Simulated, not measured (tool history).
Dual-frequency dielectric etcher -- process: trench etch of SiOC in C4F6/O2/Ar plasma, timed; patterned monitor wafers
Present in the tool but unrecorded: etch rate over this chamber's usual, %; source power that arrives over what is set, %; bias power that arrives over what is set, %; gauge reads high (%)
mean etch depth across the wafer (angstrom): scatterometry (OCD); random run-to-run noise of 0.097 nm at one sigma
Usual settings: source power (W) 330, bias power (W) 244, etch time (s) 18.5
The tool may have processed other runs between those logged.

run,hour,source power (W),bias power (W),etch time (s),wafers since the last listed run,hours since the last wet clean,hours since the last source power generator calibration,hours since the last bias power generator calibration,hours since the last upper electrode change,hours since the gauge calibration,"read-back reference wafer on the same gauge, depth_nm",mean etch depth across the wafer (angstrom)
1,0,330,244,18.5,0,511.4,1055,58.2,3113.7,3277,44.49,388.8
# hour 93.6: gauge calibrated
2,104.5,330,244,18.5,2055,615.9,1159.5,162.7,3218.2,10.9,44.47,388.5
3,156.2,370,205,18.5,1016,667.6,1211.2,214.4,3269.9,62.6,44.52,381
# hour 257.6: wet clean of the chamber
4,258.1,370,205,18.5,1531,0.5,1313.1,316.3,3371.8,164.5,44.52,373.3
5,349.4,330,204,18.5,1795,91.8,1404.4,407.6,3463.1,255.8,44.52,360.7
# hour 394.4: source power generator calibrated
6,451.1,300,244,18.5,1921,193.5,56.7,509.3,3564.8,357.5,44.52,373.7
7,672.7,370,244,15,4358,415.1,278.3,730.9,3786.4,579.1,44.5,328.1
8,720.8,300,244,14,945,463.2,326.4,779,3834.5,627.2,44.47,284.8
9,778.8,380,184,13.5,1140,521.2,384.4,837,3892.5,685.2,44.49,268.8
10,875.2,330,244,16.5,1895,617.6,480.8,933.4,3988.9,781.6,44.49,348.8
11,917.1,250,291,22,824,659.5,522.7,975.3,4030.8,823.5,44.51,451.6
# hour 942: wet clean of the chamber
12,1004.3,280,280,16,1242,62.3,609.9,1062.5,4118,910.7,44.46,334.1
13,1045.6,330,190,15.5,812,103.6,651.2,1103.8,4159.3,952,44.5,294.9
14,1111.6,410,244,20.5,1297,169.6,717.2,1169.8,4225.3,1018,44.51,460.5
15,1199.3,330,190,15.5,1724,257.3,804.9,1257.5,4313,1105.7,44.49,295
16,1273.8,330,212,18.5,1465,331.8,879.4,1332,4387.5,1180.2,44.51,368.5
17,1314.8,280,222,14,806,372.8,920.4,1373,4428.5,1221.2,44.51,268.6
# hour 1357.7: upper electrode replaced
18,1368,270,191,18.5,574,426,973.6,1426.2,10.3,1274.4,44.5,331.3
19,1451.2,330,281,18.5,1636,509.2,1056.8,1509.4,93.5,1357.6,44.52,410.5
20,1519.1,300,277,18.5,1335,577.1,1124.7,1577.3,161.4,1425.5,44.51,397.7
21,1569.8,330,244,18.5,997,627.8,1175.4,1628,212.1,1476.2,44.52,391.5
# hour 1625.9: wet clean of the chamber
22,1626.4,400,225,18.5,641,0.5,1232,1684.6,268.7,1532.8,44.51,399.8
23,1676.8,370,244,18.5,991,50.9,1282.4,1735,319.1,1583.2,44.51,402.6
24,1713.5,330,271,15,721,87.6,1319.1,1771.7,355.8,1619.9,44.51,326.4
25,1806.9,280,280,16,1836,181,1412.5,1865.1,449.2,1713.3,44.52,333.9
26,1909.8,370,244,13.5,2023,283.9,1515.4,1968,552.1,1816.2,44.5,294.8
27,1952,330,244,18.5,829,326.1,1557.6,2010.2,594.3,1858.4,44.51,388.7
# hour 2013: source power generator calibrated
28,2024.2,330,244,18.5,1341,398.3,11.2,2082.4,666.5,1930.6,44.53,386.5
29,2111.8,290,244,15,1722,485.9,98.8,2170,754.1,2018.2,44.5,301

Predict each of these 5 candidate next runs independently; none follows another, all start after run 29:
A,2112.2,410,244,18.5,7,486.3,99.2,2170.4,754.5,2018.6,?,?
B,2112.2,330,189,18.5,7,486.3,99.2,2170.4,754.5,2018.6,?,?
C,2112.2,270,285,15,7,486.3,99.2,2170.4,754.5,2018.6,?,?
D,2112.2,330,244,13.5,7,486.3,99.2,2170.4,754.5,2018.6,?,?
E,2112.2,400,244,18.5,7,486.3,99.2,2170.4,754.5,2018.6,?,?

run,"read-back reference wafer on the same gauge, depth_nm",mean etch depth across the wafer (angstrom)
A,44.51,421.8
B,44.51,355.2
C,44.51,314.7
D,44.51,285.4
E,44.51,418.1
The same runs, with their run-to-run variation unchanged, on a tool lacking any hidden condition would have given:
run,mean etch depth across the wafer (angstrom)
A,417.4
B,351.5
C,311.4
D,282.5
E,413.8
